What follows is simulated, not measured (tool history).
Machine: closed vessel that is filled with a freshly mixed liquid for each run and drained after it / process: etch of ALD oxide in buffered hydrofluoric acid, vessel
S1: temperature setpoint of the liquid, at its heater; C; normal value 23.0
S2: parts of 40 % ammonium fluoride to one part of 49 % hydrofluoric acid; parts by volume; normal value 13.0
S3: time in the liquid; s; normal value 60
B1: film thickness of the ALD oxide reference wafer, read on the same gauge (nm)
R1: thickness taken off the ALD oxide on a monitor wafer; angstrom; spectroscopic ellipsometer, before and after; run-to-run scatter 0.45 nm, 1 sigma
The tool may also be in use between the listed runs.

| run | hour | S1 | S2 | S3 | B1 | R1 |
|---|---|---|---|---|---|---|
| 1 | 0.0 | 23.0 | 11.0 | 60 | 59.98 | 1310.5 |
| 2 | 6.8 | 23.0 | 11.0 | 60 | 59.95 | 1304.4 |
| 3 | 16.9 | 23.0 | 11.0 | 60 | 60.02 | 1303.5 |
| 4 | 34.1 | 23.0 | 13.0 | 60 | 60.04 | 1096.6 |
| 5 | 50.5 | 23.0 | 13.0 | 60 | 59.99 | 1098.4 |
| 6 | 61.1 | 23.0 | 13.0 | 60 | 60.00 | 1095.5 |
| 7 | 69.3 | 23.0 | 13.0 | 60 | 60.03 | 1106.5 |
| 8 | 85.7 | 23.0 | 13.0 | 60 | 59.99 | 1099.4 |
| 9 | 100.7 | 23.0 | 13.0 | 60 | 60.01 | 1091.4 |
| 10 | 112.6 | 23.0 | 16.5 | 60 | 59.99 | 863.7 |
|  | 117.9 | gauge calibrated |
|  | 120.8 | thermometer replaced |
| 11 | 127.5 | 23.0 | 16.5 | 60 | 59.96 | 1011.4 |
| 12 | 133.8 | 23.0 | 16.5 | 60 | 59.99 | 1014.3 |
|  | 145.6 | hydrofluoric acid flow meter replaced |
| 13 | 148.4 | 23.0 | 13.0 | 60 | 60.02 | 1424.9 |
| 14 | 155.3 | 23.0 | 13.0 | 60 | 59.99 | 1418.2 |
| 15 | 172.8 | 27.5 | 15.0 | 60 | 60.00 | 1562.0 |
| 16 | 184.4 | 23.0 | 13.0 | 60 | 60.02 | 1412.4 |
| 17 | 199.4 | 23.0 | 17.5 | 60 | 60.00 | 1046.2 |
| 18 | 214.7 | 27.0 | 16.5 | 60 | 60.02 | 1380.0 |
| 19 | 223.6 | 25.5 | 16.0 | 95 | 59.99 | 2081.2 |
| 20 | 236.6 | 26.5 | 13.0 | 40 | 60.02 | 1130.5 |
| 21 | 249.4 | 18.5 | 8.0 | 40 | 60.06 | 1143.2 |
| 22 | 266.9 | 20.5 | 15.0 | 45 | 60.03 | 795.0 |
| 23 | 280.6 | 21.5 | 14.5 | 50 | 59.99 | 962.4 |
| 24 | 295.6 | 19.0 | 17.5 | 60 | 59.99 | 828.9 |
| 25 | 307.2 | 23.0 | 13.0 | 45 | 60.00 | 1042.8 |

For run 26, what comes out?
| 26 | 317.1 | 18.5 | 9.0 | 80 | ? | ? |

Run 26 measured B1 59.99, R1 1991.3 angstrom.
With no hidden state in the tool, this same run would have given R1 2034.3 angstrom.
